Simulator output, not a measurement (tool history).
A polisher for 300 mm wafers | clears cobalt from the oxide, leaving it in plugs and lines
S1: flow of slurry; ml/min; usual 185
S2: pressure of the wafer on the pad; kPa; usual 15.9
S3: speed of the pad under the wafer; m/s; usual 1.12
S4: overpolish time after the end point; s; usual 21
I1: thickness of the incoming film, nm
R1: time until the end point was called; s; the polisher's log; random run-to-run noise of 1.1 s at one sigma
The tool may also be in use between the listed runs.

run 1 day=0.000 | S1=185 S2=13.8 S3=1.12 S4=21 | I1=349.3 | R1=75.7
run 2 day=0.946 | S1=185 S2=13.8 S3=1.12 S4=21 | I1=347.8 | R1=74.8
run 3 day=1.646 | S1=185 S2=15.9 S3=1.12 S4=27 | I1=351.1 | R1=63.5
run 4 day=3.096 | S1=200 S2=15.9 S3=1.00 S4=21 | I1=345.1 | R1=71.6
run 5 day=3.983 | S1=185 S2=15.9 S3=1.12 S4=21 | I1=355.7 | R1=68.7
run 6 day=5.179 | S1=185 S2=15.9 S3=1.12 S4=21 | I1=350.6 | R1=67.3
run 7 day=5.875 | S1=185 S2=15.9 S3=1.12 S4=21 | I1=350.9 | R1=68.5
-- day=6.229 worn pad replaced by a new one
run 8 day=6.446 | S1=185 S2=15.9 S3=1.12 S4=21 | I1=343.8 | R1=59.1
run 9 day=7.150 | S1=185 S2=15.9 S3=1.12 S4=21 | I1=346.6 | R1=60.1
run 10 day=7.721 | S1=185 S2=15.9 S3=1.12 S4=21 | I1=349.9 | R1=61.0
run 11 day=8.608 | S1=185 S2=15.9 S3=1.12 S4=21 | I1=345.9 | R1=61.8
run 12 day=9.921 | S1=185 S2=15.9 S3=1.12 S4=21 | I1=348.8 | R1=66.0
run 13 day=10.954 | S1=185 S2=15.9 S3=1.12 S4=21 | I1=344.3 | R1=64.9
run 14 day=11.950 | S1=185 S2=15.9 S3=1.44 S4=33 | I1=352.4 | R1=50.6
run 15 day=13.246 | S1=185 S2=15.9 S3=1.12 S4=21 | I1=348.0 | R1=66.2
run 16 day=13.892 | S1=150 S2=19.3 S3=0.90 S4=14 | I1=356.3 | R1=73.0
run 17 day=14.496 | S1=120 S2=17.9 S3=1.12 S4=21 | I1=353.8 | R1=67.2
-- day=15.154 worn pad replaced by a new one
run 18 day=15.208 | S1=185 S2=19.3 S3=1.30 S4=17 | I1=355.4 | R1=42.1
run 19 day=16.471 | S1=145 S2=15.9 S3=1.12 S4=32 | I1=352.7 | R1=64.9
run 20 day=17.567 | S1=245 S2=15.9 S3=1.12 S4=21 | I1=354.7 | R1=62.1

Estimate the outcome of run 21 from the log above:
-- day=18.025 slurry nozzle cleaned
-- day=18.062 head pressure recalibrated
run 21 day=18.862 | S1=185 S2=11.0 S3=1.34 S4=26 | I1=355.4 | R1=?

R1: 78.8 s
Were there no unlogged condition in the tool, this run, its random variation unchanged, would have produced R1 71.1 s.
